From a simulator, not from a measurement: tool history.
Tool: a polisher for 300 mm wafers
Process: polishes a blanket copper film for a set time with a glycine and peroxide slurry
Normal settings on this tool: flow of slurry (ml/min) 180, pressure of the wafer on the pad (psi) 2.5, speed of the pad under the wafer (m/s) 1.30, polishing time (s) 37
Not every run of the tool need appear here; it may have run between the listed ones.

run	hour	flow of slurry (ml/min)	pressure of the wafer on the pad (psi)	speed of the pad under the wafer (m/s)	polishing time (s)	incoming thickness of the incoming film, nm	film removed (angstrom)
1	0.0	180	2.5	1.30	37	1790.4	1996
2	70.7	180	2.5	1.30	37	1794.4	1977
3	210.4	180	2.5	1.30	33	1785.4	1694
4	266.4	180	2.5	1.30	33	1813.0	1648
# hour 284.5: head pressure recalibrated
5	333.9	180	2.5	1.30	33	1824.4	1876
# hour 378.4: slurry nozzle cleaned
6	389.9	180	2.5	1.08	37	1801.6	1770
# hour 397.9: worn pad replaced by a new one
7	454.4	180	2.5	1.08	37	1780.7	1792
8	497.8	180	2.5	1.08	37	1782.4	1780
9	564.0	180	2.5	1.30	37	1798.0	2032
10	591.3	180	2.5	1.30	37	1788.1	2036
11	616.9	180	2.5	1.30	37	1837.5	2027
12	688.3	180	2.5	1.30	37	1784.3	1977
13	754.1	180	2.3	1.30	42	1783.5	2053
14	814.6	180	2.5	1.30	37	1802.8	1923
15	845.5	180	2.5	1.30	37	1791.6	1909
# hour 857.4: worn pad replaced by a new one
# hour 868.3: head pressure recalibrated
# hour 887.5: slurry nozzle cleaned
16	894.8	180	2.5	1.30	37	1830.5	2122
17	951.9	220	2.5	1.30	37	1814.3	2172
18	1023.2	180	2.5	1.30	37	1781.4	2091
19	1095.0	180	2.5	1.16	44	1793.4	2216
20	1160.7	180	2.5	1.30	37	1795.9	2009
21	1186.9	215	2.8	1.30	37	1783.1	2224
22	1234.6	180	2.5	1.30	32	1781.7	1724
23	1275.6	180	2.5	1.30	37	1784.9	1961
24	1328.5	180	2.5	1.30	37	1802.9	1918
25	1378.0	180	2.5	1.30	37	1823.4	1906
# hour 1393.0: slurry nozzle cleaned
# hour 1395.2: worn pad replaced by a new one
26	1423.2	180	2.5	1.30	28	1807.6	1499
27	1451.8	180	2.5	1.30	37	1803.2	1964
28	1503.5	205	1.8	1.50	37	1771.2	1731
# hour 1537.3: head pressure recalibrated
29	1549.8	180	2.5	1.30	37	1782.4	2144
30	1578.5	130	2.0	1.06	45	1805.9	1774
31	1632.7	135	2.1	1.30	25	1771.7	1196
32	1691.0	240	2.5	1.30	37	1778.6	2145
33	1729.4	145	3.4	1.30	37	1798.4	2566
34	1795.8	230	2.5	1.64	50	1820.6	3426
35	1849.6	235	2.2	1.14	37	1807.1	1681
36	1879.1	195	2.8	1.04	25	1788.8	1215
# hour 1896.2: worn pad replaced by a new one
# hour 1932.3: slurry nozzle cleaned
37	1934.6	180	2.5	1.30	47	1792.2	2655
38	1994.0	145	2.8	1.30	37	1805.3	2145

For each run, what was the tool's unlogged condition?
slurry flow missing at the pad, %: 0 on each run
H1: removal rate lost through wear of the pad, %
H2: deviation of the head's pressure from its setpoint, %
run	H1	H2
1	1.15	-9.54
2	1.78	-10.8
3	3.04	-13.4
4	3.54	-14.4
5	4.15	-1.27
6	4.65	-2.29
7	1.11	-3.46
8	1.5	-4.25
9	2.09	-5.46
10	2.34	-5.95
11	2.57	-6.42
12	3.21	-7.72
13	3.8	-8.91
14	4.34	-10
15	4.62	-10.6
16	0.792	-1.07
17	1.3	-2.1
18	1.94	-3.4
19	2.59	-4.71
20	3.18	-5.9
21	3.42	-6.38
22	3.84	-7.24
23	4.21	-7.99
24	4.69	-8.95
25	5.13	-9.85
26	1.03	-10.7
27	1.29	-11.2
28	1.75	-12.1
29	2.17	0.336
30	2.43	-0.185
31	2.91	-1.17
32	3.44	-2.23
33	3.78	-2.93
34	4.38	-4.13
35	4.86	-5.11
36	5.13	-5.65
37	0.531	-6.66
38	1.07	-7.74
